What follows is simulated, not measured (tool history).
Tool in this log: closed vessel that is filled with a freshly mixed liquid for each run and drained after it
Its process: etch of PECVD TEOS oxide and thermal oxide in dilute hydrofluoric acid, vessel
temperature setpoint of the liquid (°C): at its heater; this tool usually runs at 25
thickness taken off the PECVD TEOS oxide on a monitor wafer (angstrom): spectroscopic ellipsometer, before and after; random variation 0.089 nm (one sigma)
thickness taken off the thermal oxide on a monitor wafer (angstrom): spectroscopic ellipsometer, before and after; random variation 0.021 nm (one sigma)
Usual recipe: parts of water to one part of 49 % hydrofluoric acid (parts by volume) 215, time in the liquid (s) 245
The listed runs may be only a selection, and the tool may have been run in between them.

| run | hour | temperature setpoint of the liquid (°C) | parts of water to one part of 49 % hydrofluoric acid (parts by volume) | time in the liquid (s) | wafers since the last listed run | hours since the thermometer was replaced | hours since the hydrofluoric acid flow meter was replaced | hours since the gauge calibration | read-back film thickness of the PECVD TEOS oxide reference wafer, read on the same gauge (nm) | read-back film thickness of the thermal oxide reference wafer, read on the same gauge (nm) | thickness taken off the PECVD TEOS oxide on a monitor wafer (angstrom) | thickness taken off the thermal oxide on a monitor wafer (angstrom) |
|---|---|---|---|---|---|---|---|---|---|---|---|---|
| 1 | 0 | 24 | 215 | 245 | 0 | 2277.4 | 611.4 | 873.1 | 79.99 | 119.99 | 124 | 42.5 |
| 2 | 40 | 25 | 215 | 245 | 2575 | 2317.4 | 651.4 | 913.1 | 80 | 120.01 | 128 | 44 |
| 3 | 194.5 | 25 | 215 | 245 | 9947 | 2471.9 | 805.9 | 1067.6 | 80 | 120.02 | 128.8 | 44.4 |
| 4 | 219.3 | 25 | 215 | 245 | 1596 | 2496.7 | 830.7 | 1092.4 | 80.02 | 119.99 | 128.7 | 44.3 |
| 5 | 254.7 | 25 | 215 | 245 | 2279 | 2532.1 | 866.1 | 1127.8 | 79.98 | 119.99 | 128.9 | 44.3 |
| 6 | 285.4 | 25 | 215 | 245 | 1976 | 2562.8 | 896.8 | 1158.5 | 80 | 119.98 | 128.5 | 44.3 |
| 7 | 352.2 | 25 | 215 | 245 | 4300 | 2629.6 | 963.6 | 1225.3 | 80.02 | 120 | 128.4 | 44.3 |
|  | 393 | gauge calibrated |
| 8 | 408 | 25 | 215 | 310 | 3592 | 2685.4 | 1019.4 | 15 | 79.99 | 120.02 | 165.2 | 56.2 |
| 9 | 451.1 | 28 | 215 | 245 | 2774 | 2728.5 | 1062.5 | 58.1 | 80 | 120 | 141.7 | 48.8 |
|  | 454.9 | thermometer replaced |
| 10 | 502.4 | 28 | 215 | 245 | 3238 | 47.5 | 1113.8 | 109.4 | 80 | 120.02 | 143.1 | 49.3 |
| 11 | 563.3 | 25 | 215 | 280 | 3920 | 108.4 | 1174.7 | 170.3 | 80 | 120 | 147.6 | 50.1 |
| 12 | 605.4 | 25 | 215 | 245 | 2710 | 150.5 | 1216.8 | 212.4 | 80 | 120.01 | 129 | 44.1 |
| 13 | 652.3 | 21 | 280 | 140 | 3019 | 197.4 | 1263.7 | 259.3 | 80 | 120 | 45.7 | 15.7 |
|  | 704.7 | hydrofluoric acid flow meter replaced |
| 14 | 710.8 | 28 | 215 | 145 | 3701 | 255.9 | 6.1 | 317.8 | 79.99 | 119.98 | 85.6 | 29 |
| 15 | 759.8 | 25 | 170 | 360 | 3154 | 304.9 | 55.1 | 366.8 | 79.99 | 120 | 248.5 | 85.9 |
| 16 | 814.9 | 22 | 265 | 345 | 3547 | 360 | 110.2 | 421.9 | 80.03 | 120.02 | 126.3 | 43 |
| 17 | 838.9 | 21.5 | 215 | 245 | 1545 | 384 | 134.2 | 445.9 | 79.99 | 119.99 | 113.7 | 38.7 |
| 18 | 907.8 | 28 | 215 | 145 | 4435 | 452.9 | 203.1 | 514.8 | 80.02 | 120.02 | 85.3 | 29.3 |
| 19 | 976.4 | 25 | 215 | 245 | 4416 | 521.5 | 271.7 | 583.4 | 80 | 119.99 | 129.3 | 44.5 |
| 20 | 1005.5 | 25 | 215 | 245 | 1873 | 550.6 | 300.8 | 612.5 | 79.99 | 120 | 129.1 | 44.3 |
| 21 | 1068.7 | 27 | 305 | 245 | 4068 | 613.8 | 364 | 675.7 | 79.98 | 120.02 | 89.7 | 30.4 |
| 22 | 1137.8 | 27.5 | 325 | 135 | 4448 | 682.9 | 433.1 | 744.8 | 80.02 | 120.02 | 45.8 | 15.6 |

For each entry between runs, how does the tool's hidden state at the last listed run before it compare with that at the first listed run after it?
Run 7 -> run 8: gauge calibrated (hour 393)
  the hidden state is the same at both runs
Run 9 -> run 10: thermometer replaced (hour 454.9)
  the hidden state is the same at both runs
Run 13 -> run 14: hydrofluoric acid flow meter replaced (hour 704.7)
  the hidden state is the same at both runs
